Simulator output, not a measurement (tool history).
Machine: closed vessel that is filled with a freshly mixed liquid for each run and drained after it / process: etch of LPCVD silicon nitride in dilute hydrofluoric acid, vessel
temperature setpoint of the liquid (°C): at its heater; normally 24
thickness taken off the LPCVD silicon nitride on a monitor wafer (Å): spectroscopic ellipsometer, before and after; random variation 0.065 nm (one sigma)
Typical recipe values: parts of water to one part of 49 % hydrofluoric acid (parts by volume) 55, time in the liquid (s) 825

| run | day | temperature setpoint of the liquid (°C) | parts of water to one part of 49 % hydrofluoric acid (parts by volume) | time in the liquid (s) | read-back film thickness of the LPCVD silicon nitride reference wafer, read on the same gauge (nm) | thickness taken off the LPCVD silicon nitride on a monitor wafer (Å) |
|---|---|---|---|---|---|---|
| 1 | 0 | 24 | 55 | 825 | 140.02 | 76.7 |
| 2 | 1.05 | 24 | 55 | 825 | 140.03 | 76.4 |
| 3 | 2.25 | 24 | 55 | 825 | 140.04 | 77.1 |
| 4 | 4.221 | 24 | 55 | 825 | 139.98 | 75.7 |
|  | 5.183 | thermometer replaced |
| 5 | 6.529 | 24 | 55 | 825 | 140.01 | 75.6 |
| 6 | 7.696 | 24 | 45 | 825 | 140.03 | 94.1 |
| 7 | 9.188 | 24 | 55 | 825 | 139.96 | 77.5 |
| 8 | 11.888 | 24 | 55 | 825 | 140 | 77.4 |
| 9 | 14.808 | 24 | 65 | 825 | 140.05 | 65.7 |
| 10 | 16.975 | 24 | 55 | 825 | 139.97 | 77.6 |
| 11 | 22.546 | 24 | 80 | 825 | 140.07 | 53.5 |
| 12 | 24.175 | 24 | 55 | 825 | 140 | 78.3 |
| 13 | 25.704 | 28.5 | 75 | 375 | 139.98 | 35.1 |
| 14 | 27.246 | 24 | 55 | 410 | 140.05 | 39.5 |
| 15 | 29.283 | 24 | 55 | 825 | 140 | 78 |
| 16 | 32.204 | 24 | 55 | 980 | 140.02 | 91.2 |
|  | 32.392 | hydrofluoric acid flow meter replaced |
| 17 | 34.967 | 20 | 30 | 825 | 140 | 102.6 |
| 18 | 37.129 | 24 | 45 | 1220 | 139.95 | 137.9 |
| 19 | 38.854 | 24 | 55 | 825 | 140 | 75.9 |
| 20 | 47.808 | 26.5 | 55 | 825 | 139.99 | 90.3 |
| 21 | 49.9 | 20.5 | 40 | 1055 | 139.99 | 106.7 |
|  | 51.042 | gauge calibrated |
| 22 | 51.579 | 22.5 | 75 | 345 | 139.94 | 21.4 |
| 23 | 53.833 | 22.5 | 70 | 825 | 139.99 | 55.5 |
| 24 | 55.858 | 22 | 80 | 1190 | 140.04 | 66.5 |
|  | 58.454 | thermometer replaced |
| 25 | 58.75 | 24 | 75 | 825 | 140.05 | 57.6 |
| 26 | 61.417 | 24 | 55 | 825 | 139.99 | 77.6 |
| 27 | 63.708 | 24 | 55 | 825 | 140 | 77.7 |
| 28 | 66.121 | 24 | 55 | 825 | 140.01 | 78.1 |
|  | 68.112 | hydrofluoric acid flow meter replaced |
| 29 | 68.562 | 28 | 85 | 825 | 140 | 65.4 |
| 30 | 71.208 | 29 | 55 | 825 | 139.95 | 107 |
| 31 | 73.546 | 20.5 | 65 | 825 | 139.98 | 51.3 |
| 32 | 75.283 | 24 | 55 | 1005 | 140.02 | 93.8 |

4 options for the next run, each taken on its own from the tool as it stands now. Forecast them:
| A | 75.321 | 24 | 55 | 825 | ? | ? |
| B | 75.321 | 28 | 80 | 475 | ? | ? |
| C | 75.321 | 28.5 | 55 | 825 | ? | ? |
| D | 75.321 | 27.5 | 55 | 825 | ? | ? |

| run | read-back film thickness of the LPCVD silicon nitride reference wafer, read on the same gauge (nm) | thickness taken off the LPCVD silicon nitride on a monitor wafer (Å) |
|---|---|---|
| A | 140 | 77.5 |
| B | 140 | 40.1 |
| C | 140 | 104.3 |
| D | 140 | 97.7 |
Without the tool's hidden state the same runs would have given:
| run | thickness taken off the LPCVD silicon nitride on a monitor wafer (Å) |
|---|---|
| A | 76.3 |
| B | 39.5 |
| C | 102.8 |
| D | 96.3 |
